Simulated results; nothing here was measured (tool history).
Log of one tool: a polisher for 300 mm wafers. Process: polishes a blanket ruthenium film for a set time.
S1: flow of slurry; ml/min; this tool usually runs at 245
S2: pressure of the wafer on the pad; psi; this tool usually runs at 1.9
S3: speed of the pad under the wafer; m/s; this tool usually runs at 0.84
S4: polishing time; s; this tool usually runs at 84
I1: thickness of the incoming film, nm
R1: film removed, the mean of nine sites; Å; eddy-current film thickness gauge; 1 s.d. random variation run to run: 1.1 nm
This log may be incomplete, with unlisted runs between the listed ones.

run 1 hour=0 | S1=245 S2=1.9 S3=0.94 S4=84 | I1=543.4 | R1=832
run 2 hour=6.6 | S1=245 S2=1.9 S3=0.94 S4=84 | I1=541.5 | R1=800
run 3 hour=23.8 | S1=300 S2=1.9 S3=0.84 S4=84 | I1=538.3 | R1=766
run 4 hour=34.8 | S1=300 S2=1.9 S3=0.84 S4=84 | I1=530.4 | R1=764
run 5 hour=49.7 | S1=300 S2=1.9 S3=0.84 S4=84 | I1=540.8 | R1=746
-- hour=60.8 worn pad replaced by a new one
run 6 hour=61.3 | S1=245 S2=1.9 S3=0.84 S4=84 | I1=546.5 | R1=730
run 7 hour=74.1 | S1=245 S2=1.9 S3=0.84 S4=84 | I1=529.7 | R1=723
run 8 hour=83.2 | S1=245 S2=1.9 S3=0.84 S4=84 | I1=539.8 | R1=719
run 9 hour=90.4 | S1=245 S2=1.9 S3=0.84 S4=107 | I1=538.3 | R1=907
-- hour=99.8 slurry nozzle cleaned
run 10 hour=108.2 | S1=245 S2=1.9 S3=0.84 S4=107 | I1=538.5 | R1=930
run 11 hour=120.5 | S1=245 S2=1.9 S3=0.94 S4=84 | I1=547.2 | R1=802
run 12 hour=129.3 | S1=245 S2=2.3 S3=0.98 S4=96 | I1=541.1 | R1=1073
-- hour=135.2 head pressure recalibrated
run 13 hour=136.7 | S1=245 S2=1.6 S3=0.84 S4=70 | I1=547 | R1=584
-- hour=144.6 worn pad replaced by a new one
run 14 hour=151.9 | S1=245 S2=1.9 S3=0.84 S4=84 | I1=530.2 | R1=781
run 15 hour=158.3 | S1=245 S2=1.9 S3=0.94 S4=84 | I1=545.2 | R1=879
run 16 hour=165.1 | S1=245 S2=1.9 S3=0.84 S4=61 | I1=541.4 | R1=587
run 17 hour=176.3 | S1=245 S2=1.4 S3=0.84 S4=84 | I1=537.7 | R1=627
run 18 hour=188.7 | S1=315 S2=1.7 S3=0.54 S4=71 | I1=539.2 | R1=477
-- hour=213.3 worn pad replaced by a new one
run 19 hour=233.8 | S1=245 S2=1.9 S3=0.84 S4=57 | I1=531.4 | R1=521
run 20 hour=245 | S1=245 S2=2.3 S3=0.98 S4=96 | I1=538.1 | R1=1149

Difference, measured minus no-hidden-state, one row per run. Run-to-run variation is common to both terms; the gauge's own scatter need not be:
What the log doesn't record here: removal rate lost through wear of the pad, %; slurry flow missing at the pad, %; deviation of the head's pressure from its setpoint, %.
run=1 R1=-51
run=2 R1=-51
run=3 R1=-52
run=4 R1=-54
run=5 R1=-57
run=6 R1=-58
run=7 R1=-60
run=8 R1=-62
run=9 R1=-80
run=10 R1=-87
run=11 R1=-78
run=12 R1=-107
run=13 R1=+5
run=14 R1=+3
run=15 R1=+3
run=16 R1=+1
run=17 R1=-1
run=18 R1=-2
run=19 R1=-8
run=20 R1=-22
